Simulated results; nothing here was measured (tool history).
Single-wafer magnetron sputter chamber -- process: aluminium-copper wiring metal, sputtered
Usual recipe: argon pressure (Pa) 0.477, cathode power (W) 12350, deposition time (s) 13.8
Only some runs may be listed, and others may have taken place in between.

run	hour	argon pressure (Pa)	cathode power (W)	deposition time (s)	read-back reference wafer on the same gauge, thickness_nm	mean film thickness on the monitor wafer (nm)
1	0	0.477	12350	13.8	353.078	311.706
2	11.9	0.477	12350	13.8	353.187	314.22
3	29	0.477	12350	13.8	352.632	310.85
4	38	0.477	12350	13.8	352.768	311.284
5	53.8	0.477	11650	13.8	352.715	294.571
6	70.8	0.477	11650	13.8	352.593	291.168
7	85.2	0.477	12350	13.8	353.008	310.155
8	128.8	0.477	12350	13.8	353.566	304.929
9	144.9	0.477	12350	13.8	352.764	304.061
10	158.1	0.477	12350	13.8	352.939	305.905
# hour 168.5: gauge calibrated
11	173.9	0.477	12350	13.8	352.333	301.026
12	181.6	0.477	12350	15.1	352.849	331.408
# hour 199: sputter target and shields replaced
13	199.5	0.477	12350	15.1	352.5	347.904
14	213.7	0.601	12350	13.8	353.304	292.989
15	220.2	0.601	12350	13.8	353.155	291.385
16	237.8	0.601	12350	13.8	352.977	294.666
17	245.9	0.477	12350	13.8	353.211	312.932
18	253.1	0.606	12350	11.4	353.261	239.963
19	269.5	0.327	9300	14.9	352.955	284.072
20	281.9	0.477	12350	15.1	352.902	344.826
21	292.6	0.477	12350	15.7	352.994	360.68
22	304.8	0.606	12350	11.4	353.064	239.32
23	314.1	0.477	12350	13.8	352.217	314.892
# hour 335.8: magnet pack replaced
# hour 337.5: capacitance manometer re-zeroed and calibrated
24	338	0.477	12350	13.8	352.619	311.964
25	343.2	0.477	15350	13.8	353.069	387.177
26	353.4	0.355	12350	14.7	353.029	357.901
27	366.1	0.477	12350	13.8	353.273	313.688
28	380.4	0.429	12350	15	353.667	345.684
29	393.4	0.531	12350	12.3	352.458	264.13
30	410.9	0.477	12350	13.8	352.55	307.758
31	427.1	0.477	12350	13.8	353.186	303.685
32	444.8	0.314	9750	15.1	352.823	290.578
33	451.7	0.293	10350	13.8	353.137	288.723
# hour 466.9: gauge calibrated
34	468.4	0.4	12350	13.8	353.546	318.617
35	498.8	0.477	12350	15.8	352.952	348.709
36	515.3	0.419	11400	16.2	352.217	332.471

3 options for the next run, each taken on its own from the tool as it stands now. Forecast them:
A	515.7	0.477	12350	13.8	?	?
B	515.7	0.366	15050	15.2	?	?
C	515.7	0.533	9600	11.7	?	?

run	read-back reference wafer on the same gauge, thickness_nm	mean film thickness on the monitor wafer (nm)
A	353.091	302.652
B	353.091	434.761
C	353.091	192.876
What these runs would have given with no unlogged condition in the tool:
run	mean film thickness on the monitor wafer (nm)
A	319.849
B	459.465
C	203.836
